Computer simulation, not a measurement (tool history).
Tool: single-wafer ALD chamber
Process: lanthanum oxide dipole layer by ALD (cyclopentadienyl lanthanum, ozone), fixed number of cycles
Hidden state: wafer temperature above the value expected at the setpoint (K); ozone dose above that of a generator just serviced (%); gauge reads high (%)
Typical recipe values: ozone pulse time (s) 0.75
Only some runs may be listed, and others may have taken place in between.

| run | day | ozone pulse time (s) | wafers since the last listed run | hours since the last thermocouple change | hours since the last ozone generator service | hours since the showerhead was replaced | hours since the gauge calibration | read-back reference wafer on the same gauge, thickness_nm | mean film thickness on the monitor wafer (Å) |
|---|---|---|---|---|---|---|---|---|---|
| 1 | 0.000 | 0.75 | 0 | 2309.6 | 1158.9 | 4956.4 | 232.3 | 0.387 | 3.88 |
| 2 | 0.475 | 0.88 | 114 | 2321.0 | 1170.3 | 4967.8 | 243.7 | 0.387 | 4.21 |
| 3 | 1.079 | 0.75 | 145 | 2335.5 | 1184.8 | 4982.3 | 258.2 | 0.387 | 3.86 |
| 4 | 1.500 | 0.75 | 101 | 2345.6 | 1194.9 | 4992.4 | 268.3 | 0.387 | 3.86 |
| 5 | 1.875 | 0.82 | 90 | 2354.6 | 1203.9 | 5001.4 | 277.3 | 0.387 | 4.01 |
| 6 | 2.525 | 0.82 | 156 | 2370.2 | 1219.5 | 5017.0 | 292.9 | 0.387 | 4.00 |
| 7 | 3.029 | 0.82 | 121 | 2382.3 | 1231.6 | 5029.1 | 305.0 | 0.387 | 3.99 |
| 8 | 3.358 | 0.75 | 79 | 2390.2 | 1239.5 | 5037.0 | 312.9 | 0.387 | 3.80 |
| 9 | 3.704 | 0.75 | 83 | 2398.5 | 1247.8 | 5045.3 | 321.2 | 0.387 | 3.82 |
|  | 3.912 | gauge calibrated |
| 10 | 4.375 | 0.75 | 161 | 2414.6 | 1263.9 | 5061.4 | 11.1 | 0.387 | 3.77 |
| 11 | 4.654 | 0.75 | 67 | 2421.3 | 1270.6 | 5068.1 | 17.8 | 0.387 | 3.78 |
| 12 | 5.129 | 0.91 | 114 | 2432.7 | 1282.0 | 5079.5 | 29.2 | 0.387 | 4.15 |
| 13 | 5.404 | 0.99 | 66 | 2439.3 | 1288.6 | 5086.1 | 35.8 | 0.387 | 4.29 |
| 14 | 5.854 | 0.75 | 108 | 2450.1 | 1299.4 | 5096.9 | 46.6 | 0.387 | 3.74 |
| 15 | 6.458 | 0.95 | 145 | 2464.6 | 1313.9 | 5111.4 | 61.1 | 0.387 | 4.19 |
| 16 | 6.779 | 0.75 | 77 | 2472.3 | 1321.6 | 5119.1 | 68.8 | 0.386 | 3.73 |
|  | 7.408 | ozone generator serviced |
| 17 | 7.429 | 1.03 | 76 | 2487.9 | 0.5 | 5134.7 | 84.4 | 0.387 | 4.86 |
|  | 7.842 | thermocouple changed; heater temperature recalibrated |
| 18 | 7.862 | 0.75 | 24 | 0.5 | 10.9 | 5145.1 | 94.8 | 0.387 | 4.33 |
| 19 | 7.879 | 0.96 | 4 | 0.9 | 11.3 | 5145.5 | 95.2 | 0.387 | 4.75 |
|  | 8.567 | showerhead replaced |
| 20 | 8.588 | 0.83 | 90 | 17.9 | 28.3 | 0.5 | 112.2 | 0.387 | 4.51 |
| 21 | 9.142 | 0.89 | 133 | 31.2 | 41.6 | 13.8 | 125.5 | 0.387 | 4.63 |
| 22 | 9.871 | 0.95 | 176 | 48.7 | 59.1 | 31.3 | 143.0 | 0.387 | 4.74 |
| 23 | 10.271 | 0.62 | 96 | 58.3 | 68.7 | 40.9 | 152.6 | 0.387 | 3.99 |
| 24 | 10.779 | 0.94 | 122 | 70.5 | 80.9 | 53.1 | 164.8 | 0.387 | 4.71 |
| 25 | 11.279 | 0.86 | 120 | 82.5 | 92.9 | 65.1 | 176.8 | 0.387 | 4.57 |

For some of the steps in mean film thickness on the monitor wafer (Å) from one run to the next: how much would appear even if the tool had no hidden state, given the settings, what came in and random variation, and how much remains for the hidden state plus any gauge scatter that the measured result and the result without hidden state don't share?
Run 13 -> 14: ozone pulse time (s) 0.99 -> 0.75. mean film thickness on the monitor wafer (Å) -0.55: hidden state -0.08, all else -0.47.
Run 16 -> 17: ozone pulse time (s) 0.75 -> 1.03, ozone generator serviced. mean film thickness on the monitor wafer (Å) +1.13: hidden state +0.60, all else +0.53.
Run 22 -> 23: ozone pulse time (s) 0.95 -> 0.62. mean film thickness on the monitor wafer (Å) -0.75: hidden state -0.02, all else -0.73.
